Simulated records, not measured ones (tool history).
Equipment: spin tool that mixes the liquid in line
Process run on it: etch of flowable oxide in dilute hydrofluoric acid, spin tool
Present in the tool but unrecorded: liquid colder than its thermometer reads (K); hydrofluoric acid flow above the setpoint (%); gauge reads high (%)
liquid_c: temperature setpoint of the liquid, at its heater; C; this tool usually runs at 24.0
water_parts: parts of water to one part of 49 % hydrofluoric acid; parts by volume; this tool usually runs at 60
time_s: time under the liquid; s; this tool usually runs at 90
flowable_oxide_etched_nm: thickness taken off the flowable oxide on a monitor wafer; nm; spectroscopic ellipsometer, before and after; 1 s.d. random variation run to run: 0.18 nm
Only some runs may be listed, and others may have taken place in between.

run	hour	liquid_c	water_parts	time_s	wafers since the last listed run	hours since the thermometer was replaced	hours since the hydrofluoric acid flow meter was replaced	hours since the gauge calibration	read-back film thickness of the flowable oxide reference wafer, read on the same gauge (nm)	flowable_oxide_etched_nm
1	0.0	24.0	60	90	0	2363.3	2088.1	53.2	69.97	55.18
2	13.3	24.0	60	90	143	2376.6	2101.4	66.5	69.97	54.98
3	25.2	24.0	40	50	128	2388.5	2113.3	78.4	70.00	46.92
4	32.4	24.0	40	50	77	2395.7	2120.5	85.6	69.99	47.02
5	49.0	24.0	40	50	178	2412.3	2137.1	102.2	70.00	46.87
6	62.3	24.0	60	90	143	2425.6	2150.4	115.5	70.00	55.00
7	75.1	24.0	60	90	137	2438.4	2163.2	128.3	70.00	55.57
8	88.1	24.0	60	90	140	2451.4	2176.2	141.3	70.01	54.92
9	98.5	24.0	60	90	112	2461.8	2186.6	151.7	69.99	55.25
# hour 110.6: hydrofluoric acid flow meter replaced
10	111.1	24.0	60	90	124	2474.4	0.5	164.3	69.98	48.47
11	119.0	24.0	60	90	85	2482.3	8.4	172.2	69.99	48.09
12	134.6	24.0	60	90	168	2497.9	24.0	187.8	70.00	48.33
13	147.2	24.0	60	90	135	2510.5	36.6	200.4	70.01	48.39
14	159.4	24.0	60	90	131	2522.7	48.8	212.6	69.99	48.12
# hour 172.8: thermometer replaced
15	173.3	21.0	85	110	138	0.5	62.7	226.5	69.99	35.78
# hour 184.4: gauge calibrated
16	189.1	24.0	60	90	170	16.3	78.5	4.7	70.01	48.24
17	199.4	24.0	60	90	110	26.6	88.8	15.0	70.00	48.41
18	214.0	21.0	85	110	157	41.2	103.4	29.6	69.99	35.79
19	232.0	24.0	45	90	193	59.2	121.4	47.6	70.00	66.18
20	247.3	28.5	60	90	164	74.5	136.7	62.9	70.01	58.16
21	259.6	26.0	70	105	132	86.8	149.0	75.2	70.00	51.70
22	266.2	28.5	50	90	71	93.4	155.6	81.8	70.01	70.88
23	272.7	26.5	60	70	70	99.9	162.1	88.3	70.01	41.81
24	279.6	27.0	35	90	74	106.8	169.0	95.2	70.01	97.48
25	290.8	24.0	50	55	120	118.0	180.2	106.4	69.97	36.12
26	303.6	24.0	90	90	137	130.8	193.0	119.2	69.99	31.30
27	316.1	24.0	45	90	134	143.3	205.5	131.7	69.98	66.37
28	329.1	24.0	70	65	140	156.3	218.5	144.7	70.01	29.94
29	343.1	27.0	45	90	150	170.3	232.5	158.7	69.99	74.40

Pick out some run-to-run changes in flowable_oxide_etched_nm. Of each, how much would a tool without hidden state show as well, from the settings, what came in and chance, and how much is left for the hidden state and any gauge scatter not in both results compared?
Run 5 -> 6: water_parts 40 -> 60, time_s 50 -> 90. flowable_oxide_etched_nm +8.13 nm: hidden state +1.20, all else +6.93.
Run 9 -> 10: hydrofluoric acid flow meter replaced. flowable_oxide_etched_nm -6.78 nm: hidden state -7.02, all else +0.24.
Run 23 -> 24: liquid_c 26.5 -> 27.0, water_parts 60 -> 35, time_s 70 -> 90. flowable_oxide_etched_nm +55.67 nm: hidden state +0.79, all else +54.88.
Run 24 -> 25: liquid_c 27.0 -> 24.0, water_parts 35 -> 50, time_s 90 -> 55. flowable_oxide_etched_nm -61.36 nm: hidden state -0.84, all else -60.52.

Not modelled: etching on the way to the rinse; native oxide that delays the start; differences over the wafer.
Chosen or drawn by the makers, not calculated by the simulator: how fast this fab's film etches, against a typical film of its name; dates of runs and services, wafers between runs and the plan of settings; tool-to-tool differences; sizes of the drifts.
